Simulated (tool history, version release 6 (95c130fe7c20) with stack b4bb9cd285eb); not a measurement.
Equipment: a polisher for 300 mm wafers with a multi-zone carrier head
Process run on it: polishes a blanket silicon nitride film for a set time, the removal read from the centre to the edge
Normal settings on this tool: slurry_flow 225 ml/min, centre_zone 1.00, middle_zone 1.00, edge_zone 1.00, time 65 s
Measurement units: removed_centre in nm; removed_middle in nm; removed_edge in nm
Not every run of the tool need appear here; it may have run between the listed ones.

run,hour,slurry_flow,centre_zone,middle_zone,edge_zone,time,wafers since the last listed run,wafers polished on this pad,hours since the slurry nozzle was cleaned,hours since the centre zone pressure was calibrated,hours since the edge zone pressure was calibrated,hours since the carrier head's membrane was replaced,"incoming thickness of the incoming film, nm",removed_centre,removed_middle,removed_edge
1,0.0,200,1.00,1.00,1.00,65,0,234,155.7,465.7,1061.9,1132.4,555.5,99.0,98.7,99.3
2,6.2,160,1.11,1.00,1.00,49,44,279,161.9,471.9,1068.1,1138.6,563.8,76.6,70.7,72.1
3,22.1,180,1.00,1.00,1.11,65,113,393,177.8,487.8,1084.0,1154.5,564.0,95.9,95.7,102.9
4,31.1,255,1.00,1.00,1.00,65,64,457,186.8,496.8,1093.0,1163.5,565.3,104.0,104.8,104.5
# hour 45.5: centre zone pressure recalibrated
# hour 61.7: edge zone pressure recalibrated
5,76.2,260,0.94,1.04,1.00,84,294,752,231.9,30.7,14.5,1208.6,558.0,127.9,138.4,133.8
# hour 86.5: worn pad replaced by a new one
6,87.0,280,1.00,1.00,0.91,88,48,3,242.7,41.5,25.3,1219.4,558.8,140.0,141.2,135.6
7,103.1,285,0.89,0.90,1.00,65,115,118,258.8,57.6,41.4,1235.5,558.5,94.9,95.5,103.8
8,112.4,225,1.00,1.00,1.10,65,66,185,268.1,66.9,50.7,1244.8,562.3,99.9,101.1,105.6
9,128.6,205,1.00,1.05,1.00,65,116,301,284.3,83.1,66.9,1261.0,556.8,97.5,100.6,100.4
# hour 133.6: carrier head's membrane replaced by a new one
10,137.8,155,1.00,1.00,1.06,73,30,331,293.5,92.3,76.1,4.2,562.3,102.6,101.6,109.6
11,147.1,225,1.00,1.12,1.00,46,66,398,302.8,101.6,85.4,13.5,554.3,70.7,76.2,71.5
12,157.6,225,1.00,1.00,1.00,65,75,473,313.3,112.1,95.9,24.0,548.5,99.3,98.7,99.9
13,168.4,225,1.00,1.00,1.00,78,77,550,324.1,122.9,106.7,34.8,560.4,118.1,119.5,119.5
14,184.8,225,1.09,1.11,1.07,50,117,668,340.5,139.3,123.1,51.2,554.4,82.4,82.8,79.9
15,202.2,225,1.04,1.00,1.00,47,124,793,357.9,156.7,140.5,68.6,568.0,73.7,71.2,71.4
16,209.7,225,1.00,1.12,1.00,46,53,846,365.4,164.2,148.0,76.1,559.6,70.0,75.7,71.0
17,226.4,255,1.04,1.00,1.00,73,119,966,382.1,180.9,164.7,92.8,563.9,117.0,110.1,113.1
# hour 244.3: worn pad replaced by a new one
18,244.8,305,1.00,1.00,1.00,65,103,3,400.5,199.3,183.1,111.2,563.9,103.5,101.7,100.7
19,246.6,150,1.10,1.00,1.00,65,12,16,402.3,201.1,184.9,113.0,565.5,93.7,89.3,93.3
20,276.3,155,1.00,1.00,1.00,65,212,229,432.0,230.8,214.6,142.7,552.3,86.8,88.0,92.4
21,286.1,225,1.00,1.00,1.00,65,70,299,441.8,240.6,224.4,152.5,558.6,96.9,96.1,97.6
22,300.7,225,0.93,1.05,1.00,65,104,404,456.4,255.2,239.0,167.1,558.8,92.1,101.7,99.8

What if the next run were any one of these 5? Each begins from the tool's condition after run 22:
A,301.1,225,1.00,0.92,1.00,65,2,407,456.8,255.6,239.4,167.5,562.1,?,?,?
B,301.1,225,1.00,1.00,0.95,54,2,407,456.8,255.6,239.4,167.5,562.1,?,?,?
C,301.1,265,1.00,1.00,1.00,65,2,407,456.8,255.6,239.4,167.5,562.1,?,?,?
D,301.1,195,1.00,1.10,1.00,65,2,407,456.8,255.6,239.4,167.5,562.1,?,?,?
E,301.1,155,1.00,1.00,0.93,65,2,407,456.8,255.6,239.4,167.5,562.1,?,?,?

run,removed_centre,removed_middle,removed_edge
A,97.8,91.7,97.2
B,81.3,81.7,78.7
C,101.3,101.3,99.3
D,94.4,103.2,94.8
E,87.7,89.3,87.8
Stripped of hidden state, with their random variation kept, the same runs would have yielded:
run,removed_centre,removed_middle,removed_edge
A,104.6,97.3,101.6
B,86.9,86.7,82.3
C,107.1,106.6,103.1
D,102.2,110.7,99.7
E,97.1,97.7,93.4

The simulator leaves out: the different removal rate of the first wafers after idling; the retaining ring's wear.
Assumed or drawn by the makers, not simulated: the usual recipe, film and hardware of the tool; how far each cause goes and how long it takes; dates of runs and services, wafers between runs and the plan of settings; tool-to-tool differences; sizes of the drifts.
